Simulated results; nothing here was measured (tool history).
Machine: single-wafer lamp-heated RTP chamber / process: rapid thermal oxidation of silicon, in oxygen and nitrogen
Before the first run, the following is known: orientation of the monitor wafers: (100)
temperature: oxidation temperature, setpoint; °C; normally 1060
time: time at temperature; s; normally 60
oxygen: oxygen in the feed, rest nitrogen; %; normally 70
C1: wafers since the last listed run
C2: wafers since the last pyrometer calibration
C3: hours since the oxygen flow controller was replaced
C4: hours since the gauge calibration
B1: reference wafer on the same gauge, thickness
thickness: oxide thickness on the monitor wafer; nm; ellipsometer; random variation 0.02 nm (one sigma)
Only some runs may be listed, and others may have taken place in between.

run 1 hour=0.0 | temperature=1060 time=60 oxygen=70 | C1=0 C2=3166 C3=4847.1 C4=30.4 | B1=7.715 | thickness=8.500
run 2 hour=28.5 | temperature=1060 time=60 oxygen=70 | C1=239 C2=3406 C3=4875.6 C4=58.9 | B1=7.724 | thickness=8.508
run 3 hour=38.6 | temperature=1060 time=60 oxygen=70 | C1=84 C2=3491 C3=4885.7 C4=69.0 | B1=7.719 | thickness=8.500
run 4 hour=50.9 | temperature=1060 time=60 oxygen=70 | C1=103 C2=3594 C3=4898.0 C4=81.3 | B1=7.718 | thickness=8.488
run 5 hour=64.5 | temperature=1060 time=60 oxygen=70 | C1=114 C2=3708 C3=4911.6 C4=94.9 | B1=7.717 | thickness=8.547
run 6 hour=78.9 | temperature=1060 time=60 oxygen=70 | C1=121 C2=3829 C3=4926.0 C4=109.3 | B1=7.720 | thickness=8.506
run 7 hour=87.8 | temperature=1060 time=60 oxygen=70 | C1=74 C2=3904 C3=4934.9 C4=118.2 | B1=7.716 | thickness=8.524
run 8 hour=101.6 | temperature=1060 time=43 oxygen=70 | C1=115 C2=4020 C3=4948.7 C4=132.0 | B1=7.717 | thickness=7.353
-- hour=123.1 pyrometer window cleaned and pyrometer calibrated
run 9 hour=123.6 | temperature=1060 time=43 oxygen=70 | C1=117 C2=4 C3=4970.7 C4=154.0 | B1=7.719 | thickness=7.162
run 10 hour=130.7 | temperature=1060 time=43 oxygen=70 | C1=59 C2=63 C3=4977.8 C4=161.1 | B1=7.720 | thickness=7.146
run 11 hour=137.1 | temperature=1060 time=60 oxygen=70 | C1=53 C2=117 C3=4984.2 C4=167.5 | B1=7.719 | thickness=8.319
run 12 hour=151.0 | temperature=1060 time=60 oxygen=70 | C1=116 C2=234 C3=4998.1 C4=181.4 | B1=7.718 | thickness=8.284
run 13 hour=157.7 | temperature=1060 time=60 oxygen=70 | C1=56 C2=290 C3=5004.8 C4=188.1 | B1=7.719 | thickness=8.313
run 14 hour=172.9 | temperature=1060 time=60 oxygen=70 | C1=127 C2=418 C3=5020.0 C4=203.3 | B1=7.718 | thickness=8.340
run 15 hour=186.6 | temperature=1060 time=60 oxygen=70 | C1=115 C2=533 C3=5033.7 C4=217.0 | B1=7.719 | thickness=8.334
-- hour=190.1 gauge calibrated
run 16 hour=193.1 | temperature=1060 time=60 oxygen=70 | C1=54 C2=588 C3=5040.2 C4=3.0 | B1=7.723 | thickness=8.307
run 17 hour=210.8 | temperature=1060 time=46 oxygen=53 | C1=148 C2=736 C3=5057.9 C4=20.7 | B1=7.720 | thickness=6.733
run 18 hour=221.5 | temperature=1060 time=60 oxygen=70 | C1=89 C2=826 C3=5068.6 C4=31.4 | B1=7.723 | thickness=8.324
run 19 hour=239.1 | temperature=1052 time=60 oxygen=70 | C1=147 C2=974 C3=5086.2 C4=49.0 | B1=7.724 | thickness=7.926
run 20 hour=254.7 | temperature=1060 time=39 oxygen=70 | C1=131 C2=1105 C3=5101.8 C4=64.6 | B1=7.727 | thickness=6.924
-- hour=267.9 oxygen flow controller replaced
run 21 hour=270.4 | temperature=1075 time=85 oxygen=83 | C1=64 C2=1170 C3=2.5 C4=80.3 | B1=7.718 | thickness=11.542
run 22 hour=277.9 | temperature=1060 time=60 oxygen=70 | C1=63 C2=1233 C3=10.0 C4=87.8 | B1=7.720 | thickness=8.382
run 23 hour=295.2 | temperature=1060 time=60 oxygen=70 | C1=145 C2=1378 C3=27.3 C4=105.1 | B1=7.716 | thickness=8.372
run 24 hour=312.0 | temperature=1060 time=60 oxygen=79 | C1=141 C2=1519 C3=44.1 C4=121.9 | B1=7.720 | thickness=8.802
run 25 hour=318.0 | temperature=1060 time=52 oxygen=43 | C1=50 C2=1570 C3=50.1 C4=127.9 | B1=7.720 | thickness=6.637
run 26 hour=330.1 | temperature=1085 time=60 oxygen=54 | C1=101 C2=1672 C3=62.2 C4=140.0 | B1=7.721 | thickness=9.034
run 27 hour=338.4 | temperature=1041 time=71 oxygen=45 | C1=69 C2=1741 C3=70.5 C4=148.3 | B1=7.722 | thickness=6.808
run 28 hour=348.2 | temperature=1041 time=78 oxygen=83 | C1=82 C2=1824 C3=80.3 C4=158.1 | B1=7.717 | thickness=8.857
run 29 hour=356.3 | temperature=1060 time=60 oxygen=83 | C1=68 C2=1892 C3=88.4 C4=166.2 | B1=7.717 | thickness=8.974
run 30 hour=372.8 | temperature=1045 time=45 oxygen=98 | C1=138 C2=2030 C3=104.9 C4=182.7 | B1=7.723 | thickness=7.538
run 31 hour=388.8 | temperature=1060 time=60 oxygen=70 | C1=134 C2=2165 C3=120.9 C4=198.7 | B1=7.720 | thickness=8.401
run 32 hour=400.2 | temperature=1079 time=88 oxygen=89 | C1=95 C2=2261 C3=132.3 C4=210.1 | B1=7.719 | thickness=12.385
run 33 hour=407.3 | temperature=1078 time=84 oxygen=90 | C1=59 C2=2320 C3=139.4 C4=217.2 | B1=7.718 | thickness=12.146

A few steps of thickness between consecutive runs. Split each: what settings, incoming material and random variation would produce without the hidden state, and what is left over for the hidden state, along with gauge scatter present in only one of the two compared results (measured, and without hidden state):
Hidden conditions of the tool in this case: true wafer temperature minus pyrometer reading, K; deviation of the oxygen flow from its setpoint, %; gauge reads high (%).
Run 8 -> 9: pyrometer window cleaned and pyrometer calibrated. thickness -0.191 nm: hidden state -0.213, all else +0.022.
Run 20 -> 21: temperature 1060 -> 1075, time 39 -> 85, oxygen 70 -> 83, oxygen flow controller replaced. thickness +4.618 nm: hidden state +0.062, all else +4.556.
Run 21 -> 22: temperature 1075 -> 1060, time 85 -> 60, oxygen 83 -> 70. thickness -3.160 nm: hidden state -0.033, all else -3.127.
Run 31 -> 32: temperature 1060 -> 1079, time 60 -> 88, oxygen 70 -> 89. thickness +3.984 nm: hidden state +0.082, all else +3.902.
